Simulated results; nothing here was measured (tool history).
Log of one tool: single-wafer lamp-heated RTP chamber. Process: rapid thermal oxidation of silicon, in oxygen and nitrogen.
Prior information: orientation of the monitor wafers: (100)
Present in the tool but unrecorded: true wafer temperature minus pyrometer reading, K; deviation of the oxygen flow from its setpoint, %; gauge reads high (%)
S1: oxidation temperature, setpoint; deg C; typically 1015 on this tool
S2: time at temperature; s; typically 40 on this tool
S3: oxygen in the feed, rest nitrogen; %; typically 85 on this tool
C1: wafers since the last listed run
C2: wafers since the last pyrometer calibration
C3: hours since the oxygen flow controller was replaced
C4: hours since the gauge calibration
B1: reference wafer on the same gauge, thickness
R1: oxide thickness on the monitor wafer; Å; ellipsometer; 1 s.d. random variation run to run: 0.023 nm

run 1 hour=0 | S1=1015 S2=40 S3=74 | C1=0 C2=4104 C3=6067.5 C4=424.3 | B1=5.913 | R1=57.77
run 2 hour=72.7 | S1=1015 S2=40 S3=74 | C1=521 C2=4626 C3=6140.2 C4=497 | B1=5.914 | R1=58.08
run 3 hour=178.8 | S1=1015 S2=40 S3=74 | C1=761 C2=5387 C3=6246.3 C4=603.1 | B1=5.912 | R1=57.55
run 4 hour=254.3 | S1=1015 S2=40 S3=98 | C1=541 C2=5929 C3=6321.8 C4=678.6 | B1=5.913 | R1=63.81
run 5 hour=307 | S1=1015 S2=40 S3=98 | C1=378 C2=6307 C3=6374.5 C4=731.3 | B1=5.909 | R1=63.74
run 6 hour=383.1 | S1=1015 S2=40 S3=85 | C1=546 C2=6854 C3=6450.6 C4=807.4 | B1=5.907 | R1=61.02
run 7 hour=443.7 | S1=1015 S2=40 S3=85 | C1=434 C2=7289 C3=6511.2 C4=868 | B1=5.908 | R1=60.73
-- hour=451.4 gauge calibrated
-- hour=529.9 pyrometer window cleaned and pyrometer calibrated
run 8 hour=531 | S1=997 S2=31 S3=98 | C1=569 C2=7 C3=6598.5 C4=79.6 | B1=5.912 | R1=50.61
run 9 hour=618.9 | S1=1026 S2=45 S3=98 | C1=630 C2=638 C3=6686.4 C4=167.5 | B1=5.908 | R1=72.4
run 10 hour=678.4 | S1=1015 S2=28 S3=85 | C1=427 C2=1065 C3=6745.9 C4=227 | B1=5.91 | R1=52.24
-- hour=694.5 oxygen flow controller replaced
run 11 hour=748.1 | S1=1015 S2=40 S3=59 | C1=442 C2=1508 C3=53.6 C4=296.7 | B1=5.908 | R1=53.43
run 12 hour=832 | S1=999 S2=28 S3=98 | C1=602 C2=2110 C3=137.5 C4=380.6 | B1=5.911 | R1=49.03
run 13 hour=915.5 | S1=1015 S2=40 S3=85 | C1=599 C2=2710 C3=221 C4=464.1 | B1=5.911 | R1=60.94
run 14 hour=962.3 | S1=1040 S2=40 S3=65 | C1=335 C2=3046 C3=267.8 C4=510.9 | B1=5.91 | R1=66.21
run 15 hour=1001.3 | S1=1015 S2=40 S3=85 | C1=279 C2=3326 C3=306.8 C4=549.9 | B1=5.914 | R1=60.53

Entry by entry between the runs, the difference in hidden state between the last listed run before and the first listed run after:
After run 7, before run 8: gauge calibrated (hour 451.4); pyrometer window cleaned and pyrometer calibrated (hour 529.9)
  nothing in the hidden state changes from one run to the other
After run 10, before run 11: oxygen flow controller replaced (hour 694.5)
  nothing in the hidden state changes from one run to the other

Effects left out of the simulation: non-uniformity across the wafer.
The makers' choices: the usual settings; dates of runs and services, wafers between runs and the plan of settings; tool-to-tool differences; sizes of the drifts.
